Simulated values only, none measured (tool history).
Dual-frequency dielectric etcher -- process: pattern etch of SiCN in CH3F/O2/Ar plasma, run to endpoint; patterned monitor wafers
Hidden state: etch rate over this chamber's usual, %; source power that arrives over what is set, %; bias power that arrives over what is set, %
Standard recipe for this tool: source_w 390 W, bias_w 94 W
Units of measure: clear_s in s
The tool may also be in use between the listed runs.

| run | hour | source_w | bias_w | wafers since the last listed run | hours since the last wet clean | hours since the last source power generator calibration | hours since the last bias power generator calibration | hours since the last upper electrode change | incoming incoming film thickness, nm | clear_s |
|---|---|---|---|---|---|---|---|---|---|---|
| 1 | 0 | 360 | 94 | 0 | 457.1 | 3401.7 | 995.4 | 3640.2 | 9.19 | 22.7 |
| 2 | 36 | 470 | 94 | 707 | 493.1 | 3437.7 | 1031.4 | 3676.2 | 9.15 | 20.8 |
| 3 | 83.9 | 470 | 94 | 941 | 541 | 3485.6 | 1079.3 | 3724.1 | 9.29 | 20.9 |
| 4 | 151.5 | 470 | 94 | 1329 | 608.6 | 3553.2 | 1146.9 | 3791.7 | 9.22 | 21.2 |
|  | 191.3 | wet clean of the chamber |
| 5 | 191.8 | 390 | 94 | 320 | 0.5 | 3593.5 | 1187.2 | 3832 | 9.17 | 20.8 |
| 6 | 370.1 | 390 | 94 | 3505 | 178.8 | 3771.8 | 1365.5 | 4010.3 | 9.19 | 21.2 |
| 7 | 401 | 390 | 94 | 607 | 209.7 | 3802.7 | 1396.4 | 4041.2 | 9.19 | 21.3 |
| 8 | 435 | 390 | 94 | 668 | 243.7 | 3836.7 | 1430.4 | 4075.2 | 9.21 | 21.4 |
| 9 | 477.9 | 390 | 94 | 843 | 286.6 | 3879.6 | 1473.3 | 4118.1 | 9.15 | 21.3 |
| 10 | 522.9 | 390 | 94 | 884 | 331.6 | 3924.6 | 1518.3 | 4163.1 | 9.25 | 21.9 |
| 11 | 579 | 390 | 94 | 1103 | 387.7 | 3980.7 | 1574.4 | 4219.2 | 9.28 | 22 |
| 12 | 620.4 | 390 | 112 | 813 | 429.1 | 4022.1 | 1615.8 | 4260.6 | 9.12 | 20.7 |
| 13 | 675.9 | 390 | 112 | 1091 | 484.6 | 4077.6 | 1671.3 | 4316.1 | 9.11 | 21 |
|  | 734.1 | wet clean of the chamber |
|  | 757.2 | upper electrode replaced |
| 14 | 757.7 | 360 | 100 | 681 | 23.6 | 4159.4 | 1753.1 | 0.5 | 9.22 | 21.2 |

What does the tool deliver on the next run?
| 15 | 791.7 | 450 | 78 | 668 | 57.6 | 4193.4 | 1787.1 | 34.5 | 9.12 | ? |

clear_s: 21.3 s
The same run, on a tool lacking any hidden state, would have yielded clear_s 21.1 s.
